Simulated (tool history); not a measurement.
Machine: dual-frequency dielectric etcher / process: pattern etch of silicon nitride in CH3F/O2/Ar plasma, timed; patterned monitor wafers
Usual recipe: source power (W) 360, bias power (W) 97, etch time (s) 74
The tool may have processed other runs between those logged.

| run | hour | source power (W) | bias power (W) | etch time (s) | wafers since the last listed run | hours since the last wet clean | hours since the last source power generator calibration | hours since the last bias power generator calibration | hours since the last upper electrode change | hours since the gauge calibration | read-back reference wafer on the same gauge, depth_nm | mean etch depth across the wafer (nm) |
|---|---|---|---|---|---|---|---|---|---|---|---|---|
| 1 | 0 | 390 | 104 | 74 | 0 | 471.1 | 3018 | 153.8 | 2781.7 | 243.4 | 46.6 | 60.6 |
| 2 | 100.7 | 390 | 104 | 74 | 1542 | 571.8 | 3118.7 | 254.5 | 2882.4 | 344.1 | 46.5 | 61 |
|  | 146.1 | wet clean of the chamber |
| 3 | 156.6 | 390 | 104 | 74 | 488 | 10.5 | 3174.6 | 310.4 | 2938.3 | 400 | 46.5 | 58.1 |
| 4 | 195 | 360 | 97 | 74 | 588 | 48.9 | 3213 | 348.8 | 2976.7 | 438.4 | 46.6 | 55.1 |
| 5 | 279.7 | 360 | 97 | 74 | 1297 | 133.6 | 3297.7 | 433.5 | 3061.4 | 523.1 | 46.5 | 55.7 |
| 6 | 319.6 | 360 | 97 | 74 | 611 | 173.5 | 3337.6 | 473.4 | 3101.3 | 563 | 46.7 | 56.3 |
| 7 | 389.8 | 360 | 97 | 74 | 1075 | 243.7 | 3407.8 | 543.6 | 3171.5 | 633.2 | 46.6 | 56.1 |
| 8 | 455.7 | 360 | 97 | 74 | 1009 | 309.6 | 3473.7 | 609.5 | 3237.4 | 699.1 | 46.6 | 57 |
| 9 | 509.9 | 320 | 97 | 60.5 | 830 | 363.8 | 3527.9 | 663.7 | 3291.6 | 753.3 | 46.6 | 43.8 |
| 10 | 568.4 | 320 | 97 | 60.5 | 896 | 422.3 | 3586.4 | 722.2 | 3350.1 | 811.8 | 46.6 | 44 |
| 11 | 608.4 | 320 | 97 | 60.5 | 612 | 462.3 | 3626.4 | 762.2 | 3390.1 | 851.8 | 46.6 | 44 |
| 12 | 714.7 | 310 | 97 | 74 | 1628 | 568.6 | 3732.7 | 868.5 | 3496.4 | 958.1 | 46.6 | 53.7 |
|  | 761.8 | wet clean of the chamber |
| 13 | 796.5 | 360 | 97 | 74 | 885 | 34.7 | 3814.5 | 950.3 | 3578.2 | 1039.9 | 46.5 | 55.3 |
| 14 | 854.7 | 360 | 97 | 74 | 891 | 92.9 | 3872.7 | 1008.5 | 3636.4 | 1098.1 | 46.6 | 55.5 |
| 15 | 903.7 | 410 | 97 | 52 | 750 | 141.9 | 3921.7 | 1057.5 | 3685.4 | 1147.1 | 46.6 | 41.8 |
| 16 | 957.2 | 360 | 97 | 74 | 819 | 195.4 | 3975.2 | 1111 | 3738.9 | 1200.6 | 46.6 | 55.7 |
| 17 | 1012.1 | 360 | 97 | 74 | 841 | 250.3 | 4030.1 | 1165.9 | 3793.8 | 1255.5 | 46.6 | 56.3 |
| 18 | 1111.2 | 300 | 106 | 94.5 | 1518 | 349.4 | 4129.2 | 1265 | 3892.9 | 1354.6 | 46.5 | 67.2 |
| 19 | 1177.8 | 360 | 97 | 53.5 | 1020 | 416 | 4195.8 | 1331.6 | 3959.5 | 1421.2 | 46.6 | 41.1 |
| 20 | 1238.9 | 410 | 119 | 53 | 936 | 477.1 | 4256.9 | 1392.7 | 4020.6 | 1482.3 | 46.6 | 46.2 |
|  | 1282 | source power generator calibrated |
| 21 | 1286.3 | 290 | 97 | 84.5 | 664 | 524.5 | 4.3 | 1440.1 | 4068 | 1529.7 | 46.6 | 58.8 |
|  | 1332.4 | wet clean of the chamber |
| 22 | 1332.9 | 360 | 97 | 74 | 346 | 0.5 | 50.9 | 1486.7 | 4114.6 | 1576.3 | 46.6 | 54.7 |
|  | 1343.3 | gauge calibrated |
|  | 1376.2 | bias power generator calibrated |
| 23 | 1427.2 | 420 | 117 | 74 | 1383 | 94.8 | 145.2 | 51 | 4208.9 | 83.9 | 46.5 | 62.5 |
|  | 1462.5 | upper electrode replaced |
| 24 | 1496.4 | 360 | 97 | 74 | 692 | 164 | 214.4 | 120.2 | 33.9 | 153.1 | 46.7 | 55.3 |
| 25 | 1597.1 | 360 | 97 | 74 | 1542 | 264.7 | 315.1 | 220.9 | 134.6 | 253.8 | 46.6 | 55.8 |
| 26 | 1695.9 | 360 | 97 | 74 | 1513 | 363.5 | 413.9 | 319.7 | 233.4 | 352.6 | 46.7 | 56.8 |
| 27 | 1763.7 | 330 | 108 | 52 | 1038 | 431.3 | 481.7 | 387.5 | 301.2 | 420.4 | 46.6 | 39.2 |
| 28 | 1814.8 | 360 | 81 | 74 | 782 | 482.4 | 532.8 | 438.6 | 352.3 | 471.5 | 46.6 | 55 |
|  | 1863.9 | wet clean of the chamber |
| 29 | 1864.4 | 450 | 97 | 74 | 392 | 0.5 | 582.4 | 488.2 | 401.9 | 521.1 | 46.6 | 61.1 |

Hidden state or all else? Some run-to-run changes of mean etch depth across the wafer (nm), split into what the settings, what came in and random variation would give without the hidden state, and what is left for the hidden state (with any gauge scatter that isn't in both results):
Hidden state at play: etch rate over this chamber's usual, %; source power that arrives over what is set, %; bias power that arrives over what is set, %; gauge reads high (%).
Run 12 -> 13: source power (W) 310 -> 360, wet clean of the chamber. mean etch depth across the wafer (nm) +1.6: hidden state -3, all else +4.6.
Run 18 -> 19: source power (W) 300 -> 360, bias power (W) 106 -> 97, etch time (s) 94.5 -> 53.5. mean etch depth across the wafer (nm) -26.1: hidden state -0.7, all else -25.4.
Run 21 -> 22: source power (W) 290 -> 360, etch time (s) 84.5 -> 74, wet clean of the chamber. mean etch depth across the wafer (nm) -4.1: hidden state -2.9, all else -1.2.
Run 26 -> 27: source power (W) 360 -> 330, bias power (W) 97 -> 108, etch time (s) 74 -> 52. mean etch depth across the wafer (nm) -17.6: hidden state -0.4, all else -17.2.

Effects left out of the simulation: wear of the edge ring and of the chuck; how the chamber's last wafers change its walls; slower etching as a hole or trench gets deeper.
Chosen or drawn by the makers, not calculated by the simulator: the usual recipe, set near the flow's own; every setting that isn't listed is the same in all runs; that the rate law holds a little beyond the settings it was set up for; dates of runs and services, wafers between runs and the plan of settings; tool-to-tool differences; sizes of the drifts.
